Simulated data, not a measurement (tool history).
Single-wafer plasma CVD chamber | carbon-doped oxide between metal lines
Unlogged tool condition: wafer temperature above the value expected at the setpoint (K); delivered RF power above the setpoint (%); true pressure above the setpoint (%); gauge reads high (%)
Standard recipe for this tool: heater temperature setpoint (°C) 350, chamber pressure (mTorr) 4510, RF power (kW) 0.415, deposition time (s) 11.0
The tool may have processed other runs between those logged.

run	hour	heater temperature setpoint (°C)	chamber pressure (mTorr)	RF power (kW)	deposition time (s)	wafers since the last listed run	hours since the last thermocouple change	hours since the last RF generator calibration	hours since the last manometer calibration	hours since the showerhead was replaced	hours since the gauge calibration	read-back reference wafer on the same gauge, thickness_nm	mean film thickness on the monitor wafer (nm)
1	0.0	350	4510	0.415	11.0	0	1347.8	557.6	1163.9	1933.4	1422.7	56.888	50.834
2	93.9	350	4510	0.415	11.0	2485	1441.7	651.5	1257.8	2027.3	1516.6	56.859	50.750
3	138.7	350	4510	0.415	11.0	1185	1486.5	696.3	1302.6	2072.1	1561.4	56.962	50.410
4	186.9	350	4510	0.415	11.0	1275	1534.7	744.5	1350.8	2120.3	1609.6	56.883	50.418
5	263.8	353	4510	0.415	11.0	2035	1611.6	821.4	1427.7	2197.2	1686.5	56.916	50.341
6	409.6	353	4510	0.415	11.0	3859	1757.4	967.2	1573.5	2343.0	1832.3	56.899	49.941
7	452.6	353	4510	0.415	11.0	1138	1800.4	1010.2	1616.5	2386.0	1875.3	56.851	50.039
8	506.1	339	4510	0.415	11.0	1416	1853.9	1063.7	1670.0	2439.5	1928.8	56.887	51.611
9	580.9	339	4510	0.415	11.0	1980	1928.7	1138.5	1744.8	2514.3	2003.6	56.857	51.984
10	620.7	350	4510	0.415	12.3	1053	1968.5	1178.3	1784.6	2554.1	2043.4	56.784	56.033
11	679.2	350	4510	0.415	11.0	1548	2027.0	1236.8	1843.1	2612.6	2101.9	56.871	50.471
12	749.2	350	4510	0.415	11.0	1853	2097.0	1306.8	1913.1	2682.6	2171.9	56.880	50.059
13	802.9	350	4510	0.415	11.0	1421	2150.7	1360.5	1966.8	2736.3	2225.6	56.870	49.819
14	973.3	350	4510	0.415	11.0	4510	2321.1	1530.9	2137.2	2906.7	2396.0	56.812	49.715
# hour 1047.8: showerhead replaced
15	1072.7	350	5510	0.415	11.0	2419	2420.5	1630.3	2236.6	24.9	2495.4	56.936	51.638
# hour 1119.0: RF generator calibrated
16	1159.5	356	4510	0.345	12.9	2085	2507.3	40.5	2323.4	111.7	2582.2	56.878	49.885
# hour 1206.3: gauge calibrated
17	1224.7	350	4870	0.450	11.0	1725	2572.5	105.7	2388.6	176.9	18.4	56.964	55.279
18	1282.1	359	4510	0.415	11.8	1519	2629.9	163.1	2446.0	234.3	75.8	56.926	53.024
19	1353.9	350	3440	0.415	8.9	1900	2701.7	234.9	2517.8	306.1	147.6	56.898	39.069
# hour 1419.5: thermocouple changed; heater temperature recalibrated
20	1455.3	350	3590	0.415	10.1	2472	35.8	336.3	2619.2	407.5	249.0	56.905	45.133
21	1522.9	350	4950	0.415	11.0	1789	103.4	403.9	2686.8	475.1	316.6	56.898	51.952
22	1572.6	350	4510	0.415	11.0	1315	153.1	453.6	2736.5	524.8	366.3	56.841	50.483
# hour 1681.4: capacitance manometer re-zeroed and calibrated
23	1681.9	350	5130	0.415	12.3	2681	262.4	562.9	0.5	634.1	475.6	56.901	58.028
24	1744.6	350	4510	0.415	11.0	1659	325.1	625.6	63.2	696.8	538.3	56.819	50.550

Estimate the outcome of run 25 from the log above:
25	1835.0	350	4510	0.445	11.0	2393	415.5	716.0	153.6	787.2	628.7	?	?

{"run 25": {"read-back reference wafer on the same gauge, thickness_nm": 56.916, "mean film thickness on the monitor wafer (nm)": 53.243}}
Take away the tool's hidden state, keep the run-to-run variation as it was, and the same run would have given mean film thickness on the monitor wafer (nm) 53.487.
